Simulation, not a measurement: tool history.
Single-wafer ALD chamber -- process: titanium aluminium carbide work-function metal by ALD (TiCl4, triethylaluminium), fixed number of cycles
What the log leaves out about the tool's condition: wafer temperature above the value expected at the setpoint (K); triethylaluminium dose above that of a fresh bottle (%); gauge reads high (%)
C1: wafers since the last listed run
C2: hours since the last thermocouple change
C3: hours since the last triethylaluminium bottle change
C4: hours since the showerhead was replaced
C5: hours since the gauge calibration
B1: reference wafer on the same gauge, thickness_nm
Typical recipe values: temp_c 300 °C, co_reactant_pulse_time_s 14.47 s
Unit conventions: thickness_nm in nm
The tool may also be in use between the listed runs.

{"run": 1, "hour": 0.0, "temp_c": 303, "co_reactant_pulse_time_s": 14.47, "C1": 0, "C2": 379.7, "C3": 672.6, "C4": 4387.4, "C5": 278.4, "B1": 1.65, "thickness_nm": 1.978}
{"run": 2, "hour": 81.6, "temp_c": 290, "co_reactant_pulse_time_s": 14.47, "C1": 1004, "C2": 461.3, "C3": 754.2, "C4": 4469.0, "C5": 360.0, "B1": 1.649, "thickness_nm": 1.855}
{"run": 3, "hour": 157.6, "temp_c": 290, "co_reactant_pulse_time_s": 14.47, "C1": 935, "C2": 537.3, "C3": 830.2, "C4": 4545.0, "C5": 436.0, "B1": 1.649, "thickness_nm": 1.859}
{"hour": 198.7, "done": "triethylaluminium bottle replaced"}
{"run": 4, "hour": 217.8, "temp_c": 300, "co_reactant_pulse_time_s": 14.47, "C1": 642, "C2": 597.5, "C3": 19.1, "C4": 4605.2, "C5": 496.2, "B1": 1.65, "thickness_nm": 1.976}
{"run": 5, "hour": 282.8, "temp_c": 300, "co_reactant_pulse_time_s": 14.47, "C1": 800, "C2": 662.5, "C3": 84.1, "C4": 4670.2, "C5": 561.2, "B1": 1.651, "thickness_nm": 1.963}
{"run": 6, "hour": 371.7, "temp_c": 300, "co_reactant_pulse_time_s": 14.47, "C1": 1094, "C2": 751.4, "C3": 173.0, "C4": 4759.1, "C5": 650.1, "B1": 1.652, "thickness_nm": 1.972}
{"run": 7, "hour": 441.9, "temp_c": 300, "co_reactant_pulse_time_s": 14.47, "C1": 864, "C2": 821.6, "C3": 243.2, "C4": 4829.3, "C5": 720.3, "B1": 1.648, "thickness_nm": 1.947}
{"run": 8, "hour": 514.8, "temp_c": 300, "co_reactant_pulse_time_s": 14.47, "C1": 897, "C2": 894.5, "C3": 316.1, "C4": 4902.2, "C5": 793.2, "B1": 1.649, "thickness_nm": 1.973}
{"run": 9, "hour": 609.6, "temp_c": 307, "co_reactant_pulse_time_s": 10.91, "C1": 1167, "C2": 989.3, "C3": 410.9, "C4": 4997.0, "C5": 888.0, "B1": 1.649, "thickness_nm": 1.993}
{"run": 10, "hour": 667.4, "temp_c": 307, "co_reactant_pulse_time_s": 10.91, "C1": 711, "C2": 1047.1, "C3": 468.7, "C4": 5054.8, "C5": 945.8, "B1": 1.651, "thickness_nm": 1.989}
{"hour": 695.6, "done": "showerhead replaced"}
{"run": 11, "hour": 741.6, "temp_c": 300, "co_reactant_pulse_time_s": 14.47, "C1": 815, "C2": 1121.3, "C3": 542.9, "C4": 46.0, "C5": 1020.0, "B1": 1.648, "thickness_nm": 1.959}
{"run": 12, "hour": 799.2, "temp_c": 304, "co_reactant_pulse_time_s": 14.47, "C1": 709, "C2": 1178.9, "C3": 600.5, "C4": 103.6, "C5": 1077.6, "B1": 1.65, "thickness_nm": 2.014}
{"run": 13, "hour": 858.7, "temp_c": 304, "co_reactant_pulse_time_s": 14.47, "C1": 732, "C2": 1238.4, "C3": 660.0, "C4": 163.1, "C5": 1137.1, "B1": 1.651, "thickness_nm": 1.996}
{"run": 14, "hour": 941.5, "temp_c": 304, "co_reactant_pulse_time_s": 14.47, "C1": 1019, "C2": 1321.2, "C3": 742.8, "C4": 245.9, "C5": 1219.9, "B1": 1.65, "thickness_nm": 2.0}
{"run": 15, "hour": 1047.2, "temp_c": 294, "co_reactant_pulse_time_s": 14.47, "C1": 1301, "C2": 1426.9, "C3": 848.5, "C4": 351.6, "C5": 1325.6, "B1": 1.648, "thickness_nm": 1.881}
{"hour": 1055.3, "done": "gauge calibrated"}
{"hour": 1056.6, "done": "triethylaluminium bottle replaced"}
{"hour": 1083.9, "done": "thermocouple changed; heater temperature recalibrated"}
{"run": 16, "hour": 1141.7, "temp_c": 290, "co_reactant_pulse_time_s": 14.47, "C1": 966, "C2": 57.8, "C3": 85.1, "C4": 446.1, "C5": 86.4, "B1": 1.653, "thickness_nm": 1.857}
{"run": 17, "hour": 1184.3, "temp_c": 308, "co_reactant_pulse_time_s": 16.97, "C1": 524, "C2": 100.4, "C3": 127.7, "C4": 488.7, "C5": 129.0, "B1": 1.652, "thickness_nm": 2.032}
{"run": 18, "hour": 1259.0, "temp_c": 300, "co_reactant_pulse_time_s": 10.73, "C1": 919, "C2": 175.1, "C3": 202.4, "C4": 563.4, "C5": 203.7, "B1": 1.648, "thickness_nm": 1.933}
{"run": 19, "hour": 1311.6, "temp_c": 291, "co_reactant_pulse_time_s": 17.8, "C1": 647, "C2": 227.7, "C3": 255.0, "C4": 616.0, "C5": 256.3, "B1": 1.647, "thickness_nm": 1.892}
{"run": 20, "hour": 1357.3, "temp_c": 300, "co_reactant_pulse_time_s": 14.47, "C1": 562, "C2": 273.4, "C3": 300.7, "C4": 661.7, "C5": 302.0, "B1": 1.65, "thickness_nm": 1.953}
{"run": 21, "hour": 1424.8, "temp_c": 314, "co_reactant_pulse_time_s": 16.84, "C1": 831, "C2": 340.9, "C3": 368.2, "C4": 729.2, "C5": 369.5, "B1": 1.648, "thickness_nm": 2.126}
{"run": 22, "hour": 1514.4, "temp_c": 291, "co_reactant_pulse_time_s": 9.15, "C1": 1103, "C2": 430.5, "C3": 457.8, "C4": 818.8, "C5": 459.1, "B1": 1.651, "thickness_nm": 1.818}
{"run": 23, "hour": 1804.0, "temp_c": 300, "co_reactant_pulse_time_s": 14.47, "C1": 3565, "C2": 720.1, "C3": 747.4, "C4": 1108.4, "C5": 748.7, "B1": 1.652, "thickness_nm": 1.961}
{"run": 24, "hour": 1906.9, "temp_c": 300, "co_reactant_pulse_time_s": 14.47, "C1": 1266, "C2": 823.0, "C3": 850.3, "C4": 1211.3, "C5": 851.6, "B1": 1.646, "thickness_nm": 1.932}
{"hour": 1944.8, "done": "triethylaluminium bottle replaced"}
{"run": 25, "hour": 1945.3, "temp_c": 313, "co_reactant_pulse_time_s": 16.31, "C1": 374, "C2": 861.4, "C3": 0.5, "C4": 1249.7, "C5": 890.0, "B1": 1.648, "thickness_nm": 2.118}
{"run": 26, "hour": 1983.9, "temp_c": 313, "co_reactant_pulse_time_s": 10.47, "C1": 475, "C2": 900.0, "C3": 39.1, "C4": 1288.3, "C5": 928.6, "B1": 1.65, "thickness_nm": 2.053}
{"run": 27, "hour": 2069.1, "temp_c": 315, "co_reactant_pulse_time_s": 16.65, "C1": 1048, "C2": 985.2, "C3": 124.3, "C4": 1373.5, "C5": 1013.8, "B1": 1.648, "thickness_nm": 2.102}
{"run": 28, "hour": 2155.6, "temp_c": 294, "co_reactant_pulse_time_s": 12.57, "C1": 1064, "C2": 1071.7, "C3": 210.8, "C4": 1460.0, "C5": 1100.3, "B1": 1.651, "thickness_nm": 1.875}

Forecast each of these 5 alternatives for the next run:
{"run": "A", "hour": 2156.0, "temp_c": 300, "co_reactant_pulse_time_s": 14.47, "C1": 4, "C2": 1072.1, "C3": 211.2, "C4": 1460.4, "C5": 1100.7, "B1": "?", "thickness_nm": "?"}
{"run": "B", "hour": 2156.0, "temp_c": 300, "co_reactant_pulse_time_s": 16.31, "C1": 4, "C2": 1072.1, "C3": 211.2, "C4": 1460.4, "C5": 1100.7, "B1": "?", "thickness_nm": "?"}
{"run": "C", "hour": 2156.0, "temp_c": 307, "co_reactant_pulse_time_s": 16.33, "C1": 4, "C2": 1072.1, "C3": 211.2, "C4": 1460.4, "C5": 1100.7, "B1": "?", "thickness_nm": "?"}
{"run": "D", "hour": 2156.0, "temp_c": 313, "co_reactant_pulse_time_s": 10.05, "C1": 4, "C2": 1072.1, "C3": 211.2, "C4": 1460.4, "C5": 1100.7, "B1": "?", "thickness_nm": "?"}
{"run": "E", "hour": 2156.0, "temp_c": 288, "co_reactant_pulse_time_s": 14.47, "C1": 4, "C2": 1072.1, "C3": 211.2, "C4": 1460.4, "C5": 1100.7, "B1": "?", "thickness_nm": "?"}

run=A B1=1.652 thickness_nm=1.968
run=B B1=1.652 thickness_nm=1.974
run=C B1=1.652 thickness_nm=2.042
run=D B1=1.652 thickness_nm=2.048
run=E B1=1.652 thickness_nm=1.851
Take away the tool's hidden state, keep each run's random variation, and the runs would have read:
run=A thickness_nm=1.968
run=B thickness_nm=1.974
run=C thickness_nm=2.042
run=D thickness_nm=2.048
run=E thickness_nm=1.851

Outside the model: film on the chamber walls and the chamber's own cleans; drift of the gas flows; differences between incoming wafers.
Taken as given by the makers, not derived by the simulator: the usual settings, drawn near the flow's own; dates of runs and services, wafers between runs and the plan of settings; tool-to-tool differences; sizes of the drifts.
